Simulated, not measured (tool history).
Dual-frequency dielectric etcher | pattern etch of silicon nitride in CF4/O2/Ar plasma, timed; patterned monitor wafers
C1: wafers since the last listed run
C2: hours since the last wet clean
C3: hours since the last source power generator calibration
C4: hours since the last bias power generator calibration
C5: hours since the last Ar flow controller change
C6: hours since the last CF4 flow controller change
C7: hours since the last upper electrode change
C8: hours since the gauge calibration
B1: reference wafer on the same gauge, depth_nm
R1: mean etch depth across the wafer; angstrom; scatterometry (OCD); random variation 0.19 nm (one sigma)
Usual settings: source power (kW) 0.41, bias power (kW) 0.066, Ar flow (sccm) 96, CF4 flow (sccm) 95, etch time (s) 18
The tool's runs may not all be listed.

Run 1, day 0: usual settings but bias power (kW) 0.059, etch time (s) 23; C1 0; C2 69.3; C3 2390.3; C4 277.6; C5 6048.6; C6 167.1; C7 3570.5; C8 308.6; B1 39.61. Result: R1 463.4 angstrom.
At day 1.25: upper electrode replaced.
Run 2, day 1.271: usual settings but source power (kW) 0.38, bias power (kW) 0.081; C1 113; C2 99.8; C3 2420.8; C4 308.1; C5 6079.1; C6 197.6; C7 0.5; C8 339.1; B1 39.52. Result: R1 371.9 angstrom.
Run 3, day 2.312: usual settings; C1 437; C2 124.8; C3 2445.8; C4 333.1; C5 6104.1; C6 222.6; C7 25.5; C8 364.1; B1 39.66. Result: R1 375.2 angstrom.
At day 3.488: source power generator calibrated.
Run 4, day 5.212: usual settings but source power (kW) 0.38, CF4 flow (sccm) 108; C1 1149; C2 194.4; C3 41.4; C4 402.7; C5 6173.7; C6 292.2; C7 95.1; C8 433.7; B1 39.64. Result: R1 345.3 angstrom.
Run 5, day 6.704: usual settings but source power (kW) 0.32, Ar flow (sccm) 114, CF4 flow (sccm) 104, etch time (s) 23; C1 627; C2 230.2; C3 77.2; C4 438.5; C5 6209.5; C6 328; C7 130.9; C8 469.5; B1 39.67. Result: R1 352.4 angstrom.
Run 6, day 7.542: usual settings; C1 352; C2 250.3; C3 97.3; C4 458.6; C5 6229.6; C6 348.1; C7 151; C8 489.6; B1 39.59. Result: R1 364.2 angstrom.
Run 7, day 8.383: usual settings but bias power (kW) 0.081, etch time (s) 16; C1 353; C2 270.5; C3 117.5; C4 478.8; C5 6249.8; C6 368.3; C7 171.2; C8 509.8; B1 39.56. Result: R1 346.9 angstrom.
At day 8.917: Ar flow controller replaced.
Run 8, day 9.608: usual settings but source power (kW) 0.32, bias power (kW) 0.053, CF4 flow (sccm) 79, etch time (s) 15.5; C1 409; C2 299.9; C3 146.9; C4 508.2; C5 16.6; C6 397.7; C7 200.6; C8 539.2; B1 39.62. Result: R1 219.1 angstrom.
Run 9, day 10.162: usual settings; C1 232; C2 313.2; C3 160.2; C4 521.5; C5 29.9; C6 411; C7 213.9; C8 552.5; B1 39.62. Result: R1 367.7 angstrom.
Run 10, day 10.683: usual settings but bias power (kW) 0.071; C1 218; C2 325.7; C3 172.7; C4 534; C5 42.4; C6 423.5; C7 226.4; C8 565; B1 39.65. Result: R1 372.1 angstrom.
Run 11, day 12.058: usual settings but bias power (kW) 0.071, CF4 flow (sccm) 110, etch time (s) 20; C1 578; C2 358.7; C3 205.7; C4 567; C5 75.4; C6 456.5; C7 259.4; C8 598; B1 39.58. Result: R1 423.8 angstrom.
Run 12, day 13.183: usual settings but bias power (kW) 0.057, Ar flow (sccm) 85; C1 472; C2 385.7; C3 232.7; C4 594; C5 102.4; C6 483.5; C7 286.4; C8 625; B1 39.57. Result: R1 363.4 angstrom.
Run 13, day 14.292: usual settings; C1 465; C2 412.3; C3 259.3; C4 620.6; C5 129; C6 510.1; C7 313; C8 651.6; B1 39.53. Result: R1 374.5 angstrom.
Run 14, day 15.754: usual settings; C1 614; C2 447.4; C3 294.4; C4 655.7; C5 164.1; C6 545.2; C7 348.1; C8 686.7; B1 39.57. Result: R1 371 angstrom.
Run 15, day 16.446: usual settings but source power (kW) 0.49, Ar flow (sccm) 74; C1 290; C2 464; C3 311; C4 672.3; C5 180.7; C6 561.8; C7 364.7; C8 703.3; B1 39.57. Result: R1 468.9 angstrom.
Run 16, day 17.846: usual settings but source power (kW) 0.49, bias power (kW) 0.071, etch time (s) 23.5; C1 588; C2 497.6; C3 344.6; C4 705.9; C5 214.3; C6 595.4; C7 398.3; C8 736.9; B1 39.54. Result: R1 604.5 angstrom.
Run 17, day 18.929: usual settings but source power (kW) 0.44, bias power (kW) 0.078, CF4 flow (sccm) 77; C1 455; C2 523.6; C3 370.6; C4 731.9; C5 240.3; C6 621.4; C7 424.3; C8 762.9; B1 39.61. Result: R1 406.8 angstrom.
At day 20.158: wet clean of the chamber.
Run 18, day 20.179: usual settings; C1 105; C2 0.5; C3 400.6; C4 761.9; C5 270.3; C6 651.4; C7 454.3; C8 792.9; B1 39.59. Result: R1 362 angstrom.
Run 19, day 21.258: usual settings but bias power (kW) 0.059, Ar flow (sccm) 87, CF4 flow (sccm) 71; C1 453; C2 26.4; C3 426.5; C4 787.8; C5 296.2; C6 677.3; C7 480.2; C8 818.8; B1 39.63. Result: R1 339.5 angstrom.
Run 20, day 21.846: usual settings but source power (kW) 0.49, Ar flow (sccm) 74; C1 246; C2 40.5; C3 440.6; C4 801.9; C5 310.3; C6 691.4; C7 494.3; C8 832.9; B1 39.69. Result: R1 459.2 angstrom.
Run 21, day 22.658: usual settings but source power (kW) 0.49, bias power (kW) 0.071, etch time (s) 23.5; C1 341; C2 60; C3 460.1; C4 821.4; C5 329.8; C6 710.9; C7 513.8; C8 852.4; B1 39.57. Result: R1 588 angstrom.

Forecast each of these 4 alternatives for the next run:
Run A, day 22.675: usual settings; C1 7; C2 60.4; C3 460.5; C4 821.8; C5 330.2; C6 711.3; C7 514.2; C8 852.8; B1 ?. Result: R1 ?.
Run B, day 22.675: usual settings but source power (kW) 0.5, Ar flow (sccm) 72, etch time (s) 12.5; C1 7; C2 60.4; C3 460.5; C4 821.8; C5 330.2; C6 711.3; C7 514.2; C8 852.8; B1 ?. Result: R1 ?.
Run C, day 22.675: usual settings but CF4 flow (sccm) 114, etch time (s) 15; C1 7; C2 60.4; C3 460.5; C4 821.8; C5 330.2; C6 711.3; C7 514.2; C8 852.8; B1 ?. Result: R1 ?.
Run D, day 22.675: usual settings but bias power (kW) 0.052, Ar flow (sccm) 107, CF4 flow (sccm) 111; C1 7; C2 60.4; C3 460.5; C4 821.8; C5 330.2; C6 711.3; C7 514.2; C8 852.8; B1 ?. Result: R1 ?.

run     B1     R1
  A  39.61  367.2
  B  39.61    329
  C  39.61  314.8
  D  39.61  344.2
Without the tool's hidden state the same runs would have given:
run     R1
  A  362.6
  B  324.8
  C  310.9
  D  339.9
